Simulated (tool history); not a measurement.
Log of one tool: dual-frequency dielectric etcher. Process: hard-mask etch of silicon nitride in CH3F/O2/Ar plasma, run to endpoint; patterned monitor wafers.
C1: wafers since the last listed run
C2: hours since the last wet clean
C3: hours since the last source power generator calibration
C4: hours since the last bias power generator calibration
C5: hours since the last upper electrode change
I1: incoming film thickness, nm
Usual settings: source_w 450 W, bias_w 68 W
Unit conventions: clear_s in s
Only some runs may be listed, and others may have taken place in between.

Run 1, hour 0.0: usual settings but bias_w 59 W; C1 0; C2 162.0; C3 4619.3; C4 2885.7; C5 5548.6; I1 32.12. Result: clear_s 41.3 s.
Run 2, hour 18.9: usual settings but bias_w 59 W; C1 153; C2 180.9; C3 4638.2; C4 2904.6; C5 5567.5; I1 32.08. Result: clear_s 41.2 s.
Run 3, hour 53.8: usual settings but bias_w 59 W; C1 283; C2 215.8; C3 4673.1; C4 2939.5; C5 5602.4; I1 31.75. Result: clear_s 40.6 s.
Run 4, hour 82.3: usual settings but source_w 540 W; C1 231; C2 244.3; C3 4701.6; C4 2968.0; C5 5630.9; I1 31.74. Result: clear_s 36.8 s.
Run 5, hour 105.5: usual settings but source_w 540 W; C1 188; C2 267.5; C3 4724.8; C4 2991.2; C5 5654.1; I1 32.09. Result: clear_s 36.8 s.
Run 6, hour 118.3: usual settings but source_w 540 W; C1 103; C2 280.3; C3 4737.6; C4 3004.0; C5 5666.9; I1 31.53. Result: clear_s 36.6 s.
Run 7, hour 151.4: usual settings but bias_w 81 W; C1 268; C2 313.4; C3 4770.7; C4 3037.1; C5 5700.0; I1 31.69. Result: clear_s 35.9 s.
Run 8, hour 171.6: usual settings but bias_w 81 W; C1 163; C2 333.6; C3 4790.9; C4 3057.3; C5 5720.2; I1 31.77. Result: clear_s 35.8 s.
Run 9, hour 203.1: usual settings but bias_w 81 W; C1 255; C2 365.1; C3 4822.4; C4 3088.8; C5 5751.7; I1 31.73. Result: clear_s 35.7 s.
Run 10, hour 216.5: usual settings but bias_w 55 W; C1 108; C2 378.5; C3 4835.8; C4 3102.2; C5 5765.1; I1 31.92. Result: clear_s 41.0 s.
At hour 229.9: source power generator calibrated.
Run 11, hour 246.9: usual settings but bias_w 55 W; C1 214; C2 408.9; C3 17.0; C4 3132.6; C5 5795.5; I1 32.13. Result: clear_s 41.1 s.
At hour 268.3: bias power generator calibrated.
Run 12, hour 281.0: usual settings but source_w 540 W, bias_w 82 W; C1 244; C2 443.0; C3 51.1; C4 12.7; C5 5829.6; I1 31.67. Result: clear_s 33.6 s.
At hour 358.2: wet clean of the chamber.
At hour 366.6: upper electrode replaced, of another model than before.
Run 13, hour 375.1: usual settings but bias_w 85 W; C1 501; C2 16.9; C3 145.2; C4 106.8; C5 8.5; I1 32.07. Result: clear_s 35.7 s.
Run 14, hour 388.4: usual settings but source_w 390 W, bias_w 77 W; C1 107; C2 30.2; C3 158.5; C4 120.1; C5 21.8; I1 31.71. Result: clear_s 38.9 s.
Run 15, hour 405.8: usual settings but source_w 520 W; C1 141; C2 47.6; C3 175.9; C4 137.5; C5 39.2; I1 31.94. Result: clear_s 38.2 s.
Run 16, hour 422.9: usual settings but source_w 480 W, bias_w 55 W; C1 138; C2 64.7; C3 193.0; C4 154.6; C5 56.3; I1 32.18. Result: clear_s 43.9 s.
Run 17, hour 438.6: usual settings but source_w 520 W, bias_w 78 W; C1 127; C2 80.4; C3 208.7; C4 170.3; C5 72.0; I1 31.91. Result: clear_s 35.2 s.
Run 18, hour 465.6: usual settings but source_w 340 W, bias_w 55 W; C1 219; C2 107.4; C3 235.7; C4 197.3; C5 99.0; I1 31.94. Result: clear_s 49.1 s.
Run 19, hour 480.5: usual settings but source_w 350 W, bias_w 77 W; C1 120; C2 122.3; C3 250.6; C4 212.2; C5 113.9; I1 31.78. Result: clear_s 40.0 s.
Run 20, hour 506.1: usual settings but source_w 540 W; C1 207; C2 147.9; C3 276.2; C4 237.8; C5 139.5; I1 31.73. Result: clear_s 36.7 s.
Run 21, hour 537.1: usual settings but source_w 390 W, bias_w 83 W; C1 251; C2 178.9; C3 307.2; C4 268.8; C5 170.5; I1 31.46. Result: clear_s 36.5 s.
Run 22, hour 553.8: usual settings; C1 135; C2 195.6; C3 323.9; C4 285.5; C5 187.2; I1 32.08. Result: clear_s 39.6 s.

Each row is a separate what-if for the run after 22, all from the same tool condition, not one after another. Results?
Run A, hour 554.2: usual settings but bias_w 57 W; C1 3; C2 196.0; C3 324.3; C4 285.9; C5 187.6; I1 31.53. Result: clear_s ?.
Run B, hour 554.2: usual settings but source_w 480 W; C1 3; C2 196.0; C3 324.3; C4 285.9; C5 187.6; I1 31.53. Result: clear_s ?.
Run C, hour 554.2: usual settings but source_w 390 W, bias_w 82 W; C1 3; C2 196.0; C3 324.3; C4 285.9; C5 187.6; I1 31.53. Result: clear_s ?.

run  clear_s
  A     42.1
  B     37.3
  C     36.2
With the hidden condition removed and each run's random variation left untouched, the same runs would have given:
run  clear_s
  A     42.9
  B     38.0
  C     36.9
